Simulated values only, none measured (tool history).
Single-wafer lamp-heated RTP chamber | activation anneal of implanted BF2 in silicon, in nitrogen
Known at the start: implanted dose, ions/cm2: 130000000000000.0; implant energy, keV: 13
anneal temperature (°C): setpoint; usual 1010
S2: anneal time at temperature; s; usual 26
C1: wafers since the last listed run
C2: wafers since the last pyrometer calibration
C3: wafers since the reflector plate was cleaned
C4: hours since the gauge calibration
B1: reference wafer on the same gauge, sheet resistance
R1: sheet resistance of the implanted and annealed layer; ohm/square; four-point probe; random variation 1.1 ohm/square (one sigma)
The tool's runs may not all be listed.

run 1 hour=0 | anneal_temperature_(°C)=1010 S2=26 | C1=0 C2=3345 C3=1440 C4=573.9 | B1=804 | R1=730.07
run 2 hour=122.2 | anneal_temperature_(°C)=1010 S2=26 | C1=1498 C2=4843 C3=2939 C4=696.1 | B1=803.89 | R1=727.63
run 3 hour=188 | anneal_temperature_(°C)=986 S2=26 | C1=807 C2=5651 C3=3746 C4=761.9 | B1=804.22 | R1=736.48
run 4 hour=274.9 | anneal_temperature_(°C)=1010 S2=26 | C1=1065 C2=6716 C3=4812 C4=848.8 | B1=804.04 | R1=727.03
-- hour=305.8 pyrometer window cleaned and pyrometer calibrated
run 5 hour=327.4 | anneal_temperature_(°C)=1010 S2=26 | C1=545 C2=264 C3=5358 C4=901.3 | B1=803.97 | R1=730.74
run 6 hour=412.5 | anneal_temperature_(°C)=1010 S2=26 | C1=1043 C2=1308 C3=6402 C4=986.4 | B1=803.86 | R1=731.33
-- hour=458.4 reflector plate cleaned
run 7 hour=624.4 | anneal_temperature_(°C)=1010 S2=26 | C1=2501 C2=3809 C3=2035 C4=1198.3 | B1=804.06 | R1=730.44
run 8 hour=706.2 | anneal_temperature_(°C)=1010 S2=26 | C1=1003 C2=4812 C3=3038 C4=1280.1 | B1=803.97 | R1=729.35
run 9 hour=758.2 | anneal_temperature_(°C)=1010 S2=26 | C1=637 C2=5450 C3=3676 C4=1332.1 | B1=803.87 | R1=727.98
run 10 hour=844.3 | anneal_temperature_(°C)=1010 S2=26 | C1=1056 C2=6506 C3=4732 C4=1418.2 | B1=803.77 | R1=726.7
-- hour=861.5 pyrometer window cleaned and pyrometer calibrated
run 11 hour=885.3 | anneal_temperature_(°C)=1010 S2=26 | C1=404 C2=291 C3=5137 C4=1459.2 | B1=804.19 | R1=731.37
-- hour=963.2 reflector plate cleaned
run 12 hour=986.6 | anneal_temperature_(°C)=1010 S2=35 | C1=1144 C2=1436 C3=287 C4=1560.5 | B1=804.1 | R1=725.64
run 13 hour=1085.3 | anneal_temperature_(°C)=1010 S2=35 | C1=1210 C2=2647 C3=1497 C4=1659.2 | B1=803.82 | R1=725.15
run 14 hour=1161.2 | anneal_temperature_(°C)=1010 S2=26 | C1=930 C2=3578 C3=2428 C4=1735.1 | B1=804.24 | R1=730.23
run 15 hour=1266.5 | anneal_temperature_(°C)=1010 S2=26 | C1=1291 C2=4869 C3=3720 C4=1840.4 | B1=803.84 | R1=729.59
run 16 hour=1340.5 | anneal_temperature_(°C)=1000 S2=26 | C1=907 C2=5777 C3=4628 C4=1914.4 | B1=803.77 | R1=733.43
run 17 hour=1423.6 | anneal_temperature_(°C)=987 S2=36 | C1=1019 C2=6796 C3=5647 C4=1997.5 | B1=803.96 | R1=727.38
-- hour=1439.9 pyrometer window cleaned and pyrometer calibrated
-- hour=1448.4 reflector plate cleaned
run 18 hour=1495.7 | anneal_temperature_(°C)=997 S2=17 | C1=688 C2=586 C3=580 C4=2069.6 | B1=803.93 | R1=740.51
run 19 hour=1541.3 | anneal_temperature_(°C)=989 S2=26 | C1=559 C2=1145 C3=1140 C4=2115.2 | B1=804.02 | R1=737.84
run 20 hour=1609.7 | anneal_temperature_(°C)=1010 S2=26 | C1=838 C2=1984 C3=1979 C4=2183.6 | B1=804.13 | R1=731.37
run 21 hour=1716.9 | anneal_temperature_(°C)=1038 S2=37 | C1=1314 C2=3299 C3=3293 C4=2290.8 | B1=804.02 | R1=706.82
run 22 hour=1812.5 | anneal_temperature_(°C)=1027 S2=11 | C1=1172 C2=4472 C3=4466 C4=2386.4 | B1=804.15 | R1=738.18
-- hour=1902.3 reflector plate cleaned
run 23 hour=1902.8 | anneal_temperature_(°C)=1010 S2=26 | C1=1009 C2=5481 C3=5 C4=2476.7 | B1=804.31 | R1=730.09
-- hour=1938.6 pyrometer window cleaned and pyrometer calibrated
run 24 hour=1956.2 | anneal_temperature_(°C)=1010 S2=26 | C1=556 C2=215 C3=562 C4=2530.1 | B1=804.15 | R1=731.75
run 25 hour=2034.4 | anneal_temperature_(°C)=997 S2=20 | C1=959 C2=1174 C3=1521 C4=2608.3 | B1=803.91 | R1=741.08
-- hour=2034.8 gauge calibrated
run 26 hour=2095.4 | anneal_temperature_(°C)=1027 S2=31 | C1=748 C2=1922 C3=2270 C4=60.6 | B1=803.82 | R1=720.6
run 27 hour=2195.4 | anneal_temperature_(°C)=997 S2=40 | C1=1226 C2=3149 C3=3496 C4=160.6 | B1=803.85 | R1=728.69
run 28 hour=2301.3 | anneal_temperature_(°C)=995 S2=26 | C1=1298 C2=4448 C3=4795 C4=266.5 | B1=803.96 | R1=734.98
-- hour=2399.2 pyrometer window cleaned and pyrometer calibrated
run 29 hour=2399.7 | anneal_temperature_(°C)=1010 S2=26 | C1=1108 C2=6 C3=5904 C4=364.9 | B1=804.04 | R1=731.61
-- hour=2423.4 reflector plate cleaned
run 30 hour=2485.3 | anneal_temperature_(°C)=982 S2=21 | C1=951 C2=958 C3=759 C4=450.5 | B1=804.19 | R1=741.88
run 31 hour=2561.9 | anneal_temperature_(°C)=1035 S2=18 | C1=939 C2=1897 C3=1698 C4=527.1 | B1=804.23 | R1=730.76

Measured less the same run without the tool's hidden state. The same run-to-run variation is in both; the gauge's scatter may not be:
The hidden state here: true wafer temperature minus pyrometer reading, K; wafer temperature error from the tarnished reflector plate, K; gauge reads high (%).
run=1 R1=-1.17
run=2 R1=-2.53
run=3 R1=-1.88
run=4 R1=-5.34
run=5 R1=-0.24
run=6 R1=-0.4
run=7 R1=-1.78
run=8 R1=-2.79
run=9 R1=-3.59
run=10 R1=-5.28
run=11 R1=-0.28
run=12 R1=-0.65
run=13 R1=-1.31
run=14 R1=-1.64
run=15 R1=-2.9
run=16 R1=-3.08
run=17 R1=-4.06
run=18 R1=-0.12
run=19 R1=-0.19
run=20 R1=-0.6
run=21 R1=-2.69
run=22 R1=-1.46
run=23 R1=-3.71
run=24 R1=-0.25
run=25 R1=-0.21
run=26 R1=-1.06
run=27 R1=-1.27
run=28 R1=-1.5
run=29 R1=-0.19
run=30 R1=-0.16
run=31 R1=-0.74
